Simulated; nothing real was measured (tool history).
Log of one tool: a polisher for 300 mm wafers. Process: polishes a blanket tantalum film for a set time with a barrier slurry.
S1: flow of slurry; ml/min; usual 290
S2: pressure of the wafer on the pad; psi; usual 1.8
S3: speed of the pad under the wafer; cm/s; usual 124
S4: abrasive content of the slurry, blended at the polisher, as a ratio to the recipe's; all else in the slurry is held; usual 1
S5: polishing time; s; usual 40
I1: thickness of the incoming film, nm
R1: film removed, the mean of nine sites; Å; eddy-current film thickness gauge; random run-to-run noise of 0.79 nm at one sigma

run	hour	S1	S2	S3	S4	S5	I1	R1
1	0	290	1.8	124	0.95	40	333.2	748
2	28.1	290	1.8	102	1.1	40	334.3	658
3	87.2	290	1.8	124	1.1	40	328.8	786
# hour 191: worn pad replaced by a new one
4	234.3	290	1.8	124	1.1	40	329.3	786
5	259.1	290	1.8	124	1	40	332.1	771
6	288.1	290	1.8	124	1	40	332.8	768
# hour 310.6: slurry blender recalibrated
# hour 313.8: slurry nozzle cleaned
7	339.3	290	1.8	124	1	40	325.9	760
8	374.6	250	1.8	124	1	40	333.8	764
9	441.6	290	1.8	124	1.05	40	330.1	767
# hour 472.3: worn pad replaced by a new one
10	510.2	290	1.8	124	1.05	44	335	878
11	553.2	290	1.8	124	1.05	44	333	854
12	594.3	290	1.8	124	1	40	328.3	767
13	619.9	290	1.8	124	1	40	334.2	770
# hour 630.8: slurry nozzle cleaned
14	652.4	290	1.8	124	1	40	323.3	763
# hour 659.6: slurry blender recalibrated
# hour 700.5: head pressure recalibrated
15	705.3	290	1.8	124	1	40	329.8	769
# hour 750.8: worn pad replaced by a new one
16	760.9	290	1.8	124	1	40	330.5	791
17	817.5	290	1.8	108	0.9	28	324	460
18	854	225	1.8	124	1.15	45	324.9	872
19	888.5	195	2.1	124	1	40	328.2	856
# hour 919.4: slurry nozzle cleaned
20	936.2	225	1.8	124	1.1	40	333.8	754
21	967.4	370	1.3	106	1.2	40	329.5	521
22	993.1	255	2	124	1	30	334.5	624
# hour 1001.8: slurry blender recalibrated
23	1041.1	290	1.8	124	1	40	333.5	763
# hour 1068.1: worn pad replaced by a new one
24	1095.4	290	1.8	168	1	40	329.2	1027
25	1166	290	1.8	142	1	40	330.2	869
26	1209.7	290	1.8	124	1	40	329.4	770
# hour 1226.9: slurry nozzle cleaned
27	1254.9	350	1.6	124	1	27	330.6	471
28	1308.6	375	1.8	124	1.1	35	325	716
29	1346.1	380	1.8	124	1.1	40	327.7	813
# hour 1386.9: worn pad replaced by a new one
# hour 1394: slurry blender recalibrated
30	1406.3	290	1.8	124	1	40	329.8	765
31	1450	290	1.8	158	1	40	331.6	979

For each run, what was the tool's unlogged condition?
removal rate lost through wear of the pad, %: 0 at every run
slurry flow missing at the pad, %: 0 at every run
deviation of the head's pressure from its setpoint, %: 0 at every run
abrasive missing from the slurry, %: 0 at every run
